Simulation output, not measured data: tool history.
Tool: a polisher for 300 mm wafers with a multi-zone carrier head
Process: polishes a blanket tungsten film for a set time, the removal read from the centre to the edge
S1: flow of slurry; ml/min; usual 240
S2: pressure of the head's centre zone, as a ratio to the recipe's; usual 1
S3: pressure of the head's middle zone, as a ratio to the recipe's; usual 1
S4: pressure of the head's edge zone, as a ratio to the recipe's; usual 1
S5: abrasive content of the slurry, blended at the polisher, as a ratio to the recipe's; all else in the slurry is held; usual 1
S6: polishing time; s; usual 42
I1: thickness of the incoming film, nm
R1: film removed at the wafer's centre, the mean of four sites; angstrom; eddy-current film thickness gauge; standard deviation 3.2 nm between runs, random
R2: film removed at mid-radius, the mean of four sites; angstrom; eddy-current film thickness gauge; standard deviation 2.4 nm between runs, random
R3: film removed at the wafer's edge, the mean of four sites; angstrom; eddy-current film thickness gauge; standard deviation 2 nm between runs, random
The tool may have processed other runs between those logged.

{"run": 1, "hour": 0.0, "S1": 240, "S2": 1, "S3": 1, "S4": 1, "S5": 1, "S6": 42, "I1": 1310.9, "R1": 2087, "R2": 2464, "R3": 2437}
{"hour": 9.9, "done": "centre zone pressure recalibrated"}
{"hour": 17.4, "done": "edge zone pressure recalibrated"}
{"run": 2, "hour": 96.6, "S1": 240, "S2": 1, "S3": 1, "S4": 1, "S5": 1, "S6": 42, "I1": 1291.5, "R1": 2315, "R2": 2449, "R3": 2450}
{"hour": 168.2, "done": "slurry nozzle cleaned"}
{"run": 3, "hour": 200.8, "S1": 240, "S2": 1, "S3": 0.97, "S4": 1.11, "S5": 1, "S6": 42, "I1": 1314.3, "R1": 2281, "R2": 2412, "R3": 2541}
{"run": 4, "hour": 255.3, "S1": 285, "S2": 1.08, "S3": 1, "S4": 1, "S5": 1, "S6": 42, "I1": 1315.9, "R1": 2442, "R2": 2492, "R3": 2476}
{"hour": 268.8, "done": "carrier head's membrane replaced by a new one"}
{"hour": 341.7, "done": "worn pad replaced by a new one"}
{"run": 5, "hour": 342.2, "S1": 240, "S2": 1, "S3": 1.03, "S4": 1, "S5": 1, "S6": 42, "I1": 1286.7, "R1": 2168, "R2": 2504, "R3": 2481}
{"run": 6, "hour": 419.2, "S1": 240, "S2": 1, "S3": 1, "S4": 1, "S5": 1, "S6": 42, "I1": 1295.2, "R1": 2098, "R2": 2435, "R3": 2473}
{"run": 7, "hour": 484.2, "S1": 265, "S2": 1, "S3": 0.93, "S4": 1.06, "S5": 1, "S6": 42, "I1": 1306.3, "R1": 2137, "R2": 2368, "R3": 2524}
{"hour": 558.3, "done": "centre zone pressure recalibrated"}
{"run": 8, "hour": 570.2, "S1": 315, "S2": 1, "S3": 1, "S4": 1, "S5": 1, "S6": 42, "I1": 1324.9, "R1": 2474, "R2": 2519, "R3": 2488}
{"run": 9, "hour": 662.2, "S1": 240, "S2": 1, "S3": 1, "S4": 1, "S5": 1, "S6": 42, "I1": 1296.8, "R1": 2355, "R2": 2476, "R3": 2452}
{"hour": 678.0, "done": "slurry nozzle cleaned"}
{"run": 10, "hour": 712.9, "S1": 175, "S2": 1.11, "S3": 1.08, "S4": 1, "S5": 0.75, "S6": 42, "I1": 1280.8, "R1": 2344, "R2": 2397, "R3": 2307}
{"hour": 790.7, "done": "worn pad replaced by a new one"}
{"run": 11, "hour": 791.2, "S1": 305, "S2": 1.07, "S3": 1, "S4": 1, "S5": 1, "S6": 54, "I1": 1315.4, "R1": 3158, "R2": 3179, "R3": 3220}
{"run": 12, "hour": 853.4, "S1": 240, "S2": 1, "S3": 1, "S4": 1, "S5": 1, "S6": 42, "I1": 1308, "R1": 2202, "R2": 2474, "R3": 2446}
{"run": 13, "hour": 950.9, "S1": 240, "S2": 1, "S3": 1, "S4": 1, "S5": 1, "S6": 42, "I1": 1299.4, "R1": 2172, "R2": 2458, "R3": 2474}
{"run": 14, "hour": 1038.9, "S1": 160, "S2": 1, "S3": 1.06, "S4": 1.09, "S5": 1.25, "S6": 42, "I1": 1292.1, "R1": 2052, "R2": 2544, "R3": 2519}
{"hour": 1054.1, "done": "centre zone pressure recalibrated"}
{"run": 15, "hour": 1145.8, "S1": 240, "S2": 1, "S3": 1, "S4": 1, "S5": 1, "S6": 42, "I1": 1321.2, "R1": 2341, "R2": 2411, "R3": 2479}
{"run": 16, "hour": 1214.1, "S1": 160, "S2": 1, "S3": 1.05, "S4": 0.9, "S5": 1, "S6": 50, "I1": 1284.5, "R1": 2642, "R2": 2889, "R3": 2739}
{"hour": 1237.2, "done": "slurry nozzle cleaned"}
{"hour": 1269.4, "done": "worn pad replaced by a new one"}
{"run": 17, "hour": 1284.4, "S1": 295, "S2": 1, "S3": 0.93, "S4": 1, "S5": 1, "S6": 35, "I1": 1292.3, "R1": 1944, "R2": 1958, "R3": 2094}
{"hour": 1322.2, "done": "edge zone pressure recalibrated"}
{"run": 18, "hour": 1360.2, "S1": 240, "S2": 1, "S3": 1, "S4": 1, "S5": 1, "S6": 42, "I1": 1306.5, "R1": 2200, "R2": 2446, "R3": 2457}
{"run": 19, "hour": 1424.1, "S1": 240, "S2": 1.04, "S3": 1, "S4": 1, "S5": 1, "S6": 31, "I1": 1326.5, "R1": 1688, "R2": 1803, "R3": 1813}
{"run": 20, "hour": 1460.5, "S1": 300, "S2": 1.05, "S3": 1, "S4": 1, "S5": 1, "S6": 42, "I1": 1274.4, "R1": 2323, "R2": 2513, "R3": 2522}
{"run": 21, "hour": 1561.1, "S1": 240, "S2": 1, "S3": 1, "S4": 1, "S5": 1, "S6": 42, "I1": 1284.8, "R1": 2122, "R2": 2463, "R3": 2426}

Consider 4 possible next runs. They are alternatives, not a sequence: every one starts from the tool as it was left by run 21. What does each give?
{"run": "A", "hour": 1561.5, "S1": 240, "S2": 1, "S3": 1, "S4": 1, "S5": 1.2, "S6": 42, "I1": 1305.3, "R1": "?", "R2": "?", "R3": "?"}
{"run": "B", "hour": 1561.5, "S1": 280, "S2": 1, "S3": 1, "S4": 1, "S5": 0.75, "S6": 52, "I1": 1305.3, "R1": "?", "R2": "?", "R3": "?"}
{"run": "C", "hour": 1561.5, "S1": 240, "S2": 1, "S3": 0.89, "S4": 1, "S5": 1, "S6": 42, "I1": 1305.3, "R1": "?", "R2": "?", "R3": "?"}
{"run": "D", "hour": 1561.5, "S1": 240, "S2": 1, "S3": 0.94, "S4": 1.06, "S5": 1, "S6": 42, "I1": 1305.3, "R1": "?", "R2": "?", "R3": "?"}

run=A R1=2215 R2=2522 R3=2556
run=B R1=2613 R2=2972 R3=3000
run=C R1=2154 R2=2264 R3=2491
run=D R1=2155 R2=2351 R3=2550
The same runs, with their run-to-run variation unchanged, on a tool lacking any hidden condition would have given:
run=A R1=2497 R2=2521 R3=2556
run=B R1=2946 R2=2970 R3=3000
run=C R1=2429 R2=2262 R3=2491
run=D R1=2429 R2=2349 R3=2550

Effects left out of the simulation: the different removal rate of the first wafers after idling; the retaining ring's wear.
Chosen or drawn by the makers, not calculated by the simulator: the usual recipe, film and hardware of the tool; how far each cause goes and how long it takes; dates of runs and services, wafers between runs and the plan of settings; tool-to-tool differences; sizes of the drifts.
